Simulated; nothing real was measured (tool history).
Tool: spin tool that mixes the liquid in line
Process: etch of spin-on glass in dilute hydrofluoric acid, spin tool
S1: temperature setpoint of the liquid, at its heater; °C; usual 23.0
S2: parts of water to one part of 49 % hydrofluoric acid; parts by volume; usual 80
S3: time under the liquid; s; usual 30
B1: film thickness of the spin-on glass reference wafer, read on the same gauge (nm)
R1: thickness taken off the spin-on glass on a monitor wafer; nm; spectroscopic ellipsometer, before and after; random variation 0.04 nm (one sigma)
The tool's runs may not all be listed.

run	hour	S1	S2	S3	B1	R1
1	0.0	23.0	80	45	90.01	15.09
2	25.7	23.0	80	45	89.99	15.28
3	61.1	23.0	80	30	90.00	10.20
4	80.8	23.0	80	30	90.01	10.18
5	113.8	23.0	80	30	90.00	10.09
6	129.5	23.0	80	30	90.00	10.14
7	164.7	23.0	80	30	90.03	10.16
8	187.4	23.0	80	30	90.00	10.26
9	204.0	23.0	80	30	89.99	10.15
10	218.2	23.0	80	30	89.99	10.19
# hour 226.1: gauge calibrated
11	253.4	23.0	80	30	89.98	10.25
12	283.0	23.0	80	30	90.01	10.22
13	304.2	23.0	80	30	90.00	10.16
14	339.7	23.0	80	30	89.99	10.28
15	370.5	25.5	115	35	90.01	8.81
16	404.8	21.5	60	20	89.98	8.79
17	431.2	19.0	40	50	89.99	30.39
18	449.5	18.0	70	45	90.00	14.38
19	483.9	20.0	80	30	90.00	9.07

Forecast run 20:
20	502.1	23.0	80	30	?	?

{"run 20": {"B1": 89.99, "R1": 10.19}}
Without the tool's hidden state the same run would have given R1 9.68 nm.
